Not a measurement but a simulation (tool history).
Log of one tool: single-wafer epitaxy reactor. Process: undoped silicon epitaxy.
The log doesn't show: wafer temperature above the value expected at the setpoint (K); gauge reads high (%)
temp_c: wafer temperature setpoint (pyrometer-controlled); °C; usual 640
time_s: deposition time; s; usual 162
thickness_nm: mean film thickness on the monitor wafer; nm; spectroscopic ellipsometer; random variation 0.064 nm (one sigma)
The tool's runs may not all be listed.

run	hour	temp_c	time_s	wafers since the last listed run	hours since the last pyrometer calibration	hours since the gauge calibration	read-back reference wafer on the same gauge, thickness_nm	thickness_nm
1	0.0	636	162	0	1871.1	7.2	25.381	21.066
2	31.8	636	162	173	1902.9	39.0	25.407	21.286
3	77.8	636	162	250	1948.9	85.0	25.401	21.236
4	106.8	640	162	157	1977.9	114.0	25.366	23.480
5	173.5	640	162	363	2044.6	180.7	25.392	23.506
6	218.4	640	162	244	2089.5	225.6	25.397	23.465
7	260.3	640	162	228	2131.4	267.5	25.389	23.482
8	327.4	640	170	365	2198.5	334.6	25.409	24.733
# hour 442.9: pyrometer calibrated
9	542.3	640	170	1127	99.4	549.5	25.427	23.168
10	579.1	652	144	200	136.2	586.3	25.380	26.553
11	620.3	652	144	224	177.4	627.5	25.395	26.432
12	661.5	640	162	224	218.6	668.7	25.399	22.195
13	731.9	653	171	383	289.0	739.1	25.383	32.582
14	796.5	634	131	351	353.6	803.7	25.399	15.421
15	836.0	640	162	215	393.1	843.2	25.426	22.353
16	878.0	648	144	228	435.1	885.2	25.374	24.186
# hour 954.9: gauge calibrated
17	957.2	632	136	431	514.3	2.3	25.396	15.241
18	1024.6	626	143	367	581.7	69.7	25.418	13.790
19	1090.3	632	175	357	647.4	135.4	25.403	19.675
20	1141.6	640	162	279	698.7	186.7	25.404	22.438
21	1190.3	646	141	265	747.4	235.4	25.413	22.728
22	1230.0	645	183	216	787.1	275.1	25.426	28.895
23	1275.2	640	130	246	832.3	320.3	25.384	18.141
24	1301.6	640	162	143	858.7	346.7	25.401	22.454

How the hidden state differs across the entries between the runs, from the last listed run before each to the first after it:
Between runs 8 and 9: pyrometer calibrated (hour 442.9)
  wafer temperature above the value expected at the setpoint (K): 2.77 -> 0.113
  measured less the result without the state, thickness_nm: +1.674 -> +0.067 nm
Between runs 16 and 17: gauge calibrated (hour 954.9)
  wafer temperature above the value expected at the setpoint (K): 0.493 -> 0.582
  measured less the result without the state, thickness_nm: +0.295 -> +0.228 nm
